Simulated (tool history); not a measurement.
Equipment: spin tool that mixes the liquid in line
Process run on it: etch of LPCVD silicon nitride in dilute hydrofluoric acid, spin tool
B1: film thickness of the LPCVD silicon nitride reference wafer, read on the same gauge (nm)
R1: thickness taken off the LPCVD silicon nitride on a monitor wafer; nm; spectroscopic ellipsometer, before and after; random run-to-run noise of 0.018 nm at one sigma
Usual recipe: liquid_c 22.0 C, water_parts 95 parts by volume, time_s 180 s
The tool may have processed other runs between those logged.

{"run": 1, "hour": 0.0, "liquid_c": 22.0, "water_parts": 95, "time_s": 180, "B1": 60.015, "R1": 0.757}
{"run": 2, "hour": 38.0, "liquid_c": 22.0, "water_parts": 95, "time_s": 180, "B1": 59.963, "R1": 0.771}
{"run": 3, "hour": 66.1, "liquid_c": 22.0, "water_parts": 95, "time_s": 180, "B1": 60.022, "R1": 0.765}
{"run": 4, "hour": 132.4, "liquid_c": 22.0, "water_parts": 80, "time_s": 180, "B1": 60.014, "R1": 0.951}
{"run": 5, "hour": 198.1, "liquid_c": 22.0, "water_parts": 95, "time_s": 180, "B1": 60.02, "R1": 0.773}
{"run": 6, "hour": 227.8, "liquid_c": 22.0, "water_parts": 95, "time_s": 180, "B1": 60.034, "R1": 0.78}
{"run": 7, "hour": 262.8, "liquid_c": 22.0, "water_parts": 95, "time_s": 180, "B1": 59.98, "R1": 0.764}
{"run": 8, "hour": 308.5, "liquid_c": 22.0, "water_parts": 95, "time_s": 180, "B1": 60.013, "R1": 0.817}
{"run": 9, "hour": 342.0, "liquid_c": 22.0, "water_parts": 95, "time_s": 180, "B1": 60.029, "R1": 0.762}
{"run": 10, "hour": 389.8, "liquid_c": 22.0, "water_parts": 95, "time_s": 180, "B1": 59.966, "R1": 0.79}
{"run": 11, "hour": 415.8, "liquid_c": 22.0, "water_parts": 95, "time_s": 180, "B1": 59.99, "R1": 0.757}
{"run": 12, "hour": 461.4, "liquid_c": 22.0, "water_parts": 95, "time_s": 180, "B1": 59.973, "R1": 0.756}
{"run": 13, "hour": 512.4, "liquid_c": 20.0, "water_parts": 95, "time_s": 180, "B1": 59.972, "R1": 0.678}
{"run": 14, "hour": 556.3, "liquid_c": 19.0, "water_parts": 95, "time_s": 180, "B1": 59.973, "R1": 0.657}
{"run": 15, "hour": 607.8, "liquid_c": 19.5, "water_parts": 45, "time_s": 285, "B1": 60.019, "R1": 2.213}
{"run": 16, "hour": 673.9, "liquid_c": 23.5, "water_parts": 95, "time_s": 80, "B1": 60.019, "R1": 0.385}
{"run": 17, "hour": 725.3, "liquid_c": 26.5, "water_parts": 95, "time_s": 120, "B1": 59.998, "R1": 0.733}
{"run": 18, "hour": 796.5, "liquid_c": 20.0, "water_parts": 95, "time_s": 180, "B1": 60.032, "R1": 0.703}
{"hour": 802.2, "done": "thermometer replaced"}
{"run": 19, "hour": 833.6, "liquid_c": 22.0, "water_parts": 95, "time_s": 180, "B1": 59.995, "R1": 0.757}
{"run": 20, "hour": 872.7, "liquid_c": 22.0, "water_parts": 115, "time_s": 180, "B1": 59.968, "R1": 0.714}
{"run": 21, "hour": 898.4, "liquid_c": 23.5, "water_parts": 95, "time_s": 90, "B1": 60.012, "R1": 0.445}
{"run": 22, "hour": 935.4, "liquid_c": 22.0, "water_parts": 95, "time_s": 180, "B1": 59.97, "R1": 0.828}
{"run": 23, "hour": 986.6, "liquid_c": 18.0, "water_parts": 145, "time_s": 85, "B1": 59.999, "R1": 0.19}
{"hour": 1023.1, "done": "gauge calibrated"}
{"run": 24, "hour": 1047.6, "liquid_c": 20.0, "water_parts": 70, "time_s": 180, "B1": 59.975, "R1": 0.946}
{"hour": 1052.5, "done": "hydrofluoric acid flow meter replaced"}
{"run": 25, "hour": 1073.0, "liquid_c": 18.0, "water_parts": 75, "time_s": 120, "B1": 60.011, "R1": 0.482}
{"run": 26, "hour": 1136.8, "liquid_c": 22.0, "water_parts": 120, "time_s": 135, "B1": 59.962, "R1": 0.443}
{"run": 27, "hour": 1267.0, "liquid_c": 22.0, "water_parts": 95, "time_s": 180, "B1": 59.988, "R1": 0.751}
{"run": 28, "hour": 1335.3, "liquid_c": 22.0, "water_parts": 45, "time_s": 230, "B1": 59.999, "R1": 1.981}

List, for all runs, the conditions of the tool that the log does not record:
liquid colder than its thermometer reads (K): 0 in every run
gauge reads high (%): 0 in every run
H1: hydrofluoric acid flow above the setpoint (%)
run=1 H1=5.46
run=2 H1=5.71
run=3 H1=5.9
run=4 H1=6.33
run=5 H1=6.76
run=6 H1=6.96
run=7 H1=7.19
run=8 H1=7.49
run=9 H1=7.71
run=10 H1=8.02
run=11 H1=8.19
run=12 H1=8.49
run=13 H1=8.82
run=14 H1=9.11
run=15 H1=9.45
run=16 H1=9.88
run=17 H1=10.2
run=18 H1=10.7
run=19 H1=10.9
run=20 H1=11.2
run=21 H1=11.4
run=22 H1=11.6
run=23 H1=11.9
run=24 H1=12.3
run=25 H1=0.961
run=26 H1=1.38
run=27 H1=2.23
run=28 H1=2.68
